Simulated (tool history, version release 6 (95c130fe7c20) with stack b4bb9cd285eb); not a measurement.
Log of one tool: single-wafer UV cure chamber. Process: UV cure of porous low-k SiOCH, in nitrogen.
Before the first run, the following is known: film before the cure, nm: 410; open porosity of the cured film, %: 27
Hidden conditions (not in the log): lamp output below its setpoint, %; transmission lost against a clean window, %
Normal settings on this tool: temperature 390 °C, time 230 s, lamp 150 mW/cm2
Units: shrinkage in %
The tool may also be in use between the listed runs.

| run | hour | temperature | time | lamp | wafers since the last listed run | hours since the UV bulbs were replaced | wafers since the quartz window was cleaned | shrinkage |
|---|---|---|---|---|---|---|---|---|
| 1 | 0.0 | 390 | 230 | 150 | 0 | 995.6 | 2047 | 13.343 |
| 2 | 9.4 | 390 | 230 | 150 | 31 | 1005.0 | 2078 | 13.383 |
| 3 | 24.5 | 390 | 230 | 150 | 50 | 1020.1 | 2128 | 13.235 |
| 4 | 41.2 | 390 | 190 | 150 | 55 | 1036.8 | 2184 | 12.096 |
| 5 | 51.9 | 390 | 190 | 150 | 35 | 1047.5 | 2219 | 12.321 |
|  | 63.0 | UV bulbs replaced |
| 6 | 63.5 | 390 | 190 | 150 | 11 | 0.5 | 2231 | 14.562 |
|  | 78.6 | quartz window cleaned |
| 7 | 79.1 | 379 | 230 | 150 | 25 | 16.1 | 1 | 15.350 |
| 8 | 90.6 | 390 | 315 | 185 | 38 | 27.6 | 40 | 18.224 |
| 9 | 99.8 | 406 | 150 | 164 | 30 | 36.8 | 70 | 13.958 |
| 10 | 116.8 | 390 | 230 | 150 | 56 | 53.8 | 127 | 15.388 |
| 11 | 127.6 | 390 | 150 | 150 | 35 | 64.6 | 162 | 12.877 |
| 12 | 144.8 | 397 | 350 | 111 | 57 | 81.8 | 220 | 16.169 |
| 13 | 151.0 | 405 | 160 | 150 | 20 | 88.0 | 240 | 13.338 |
| 14 | 167.8 | 390 | 230 | 150 | 55 | 104.8 | 296 | 14.924 |

What if the next run were any one of these 3? Each begins from the tool's condition after run 14:
| A | 168.3 | 371 | 230 | 150 | 1 | 105.3 | 298 | ? |
| B | 168.3 | 382 | 130 | 130 | 1 | 105.3 | 298 | ? |
| C | 168.3 | 409 | 365 | 183 | 1 | 105.3 | 298 | ? |

| run | shrinkage |
|---|---|
| A | 14.672 |
| B | 11.186 |
| C | 19.159 |
Without the tool's unlogged condition, the same runs would have read:
| run | shrinkage |
|---|---|
| A | 15.445 |
| B | 11.913 |
| C | 19.962 |

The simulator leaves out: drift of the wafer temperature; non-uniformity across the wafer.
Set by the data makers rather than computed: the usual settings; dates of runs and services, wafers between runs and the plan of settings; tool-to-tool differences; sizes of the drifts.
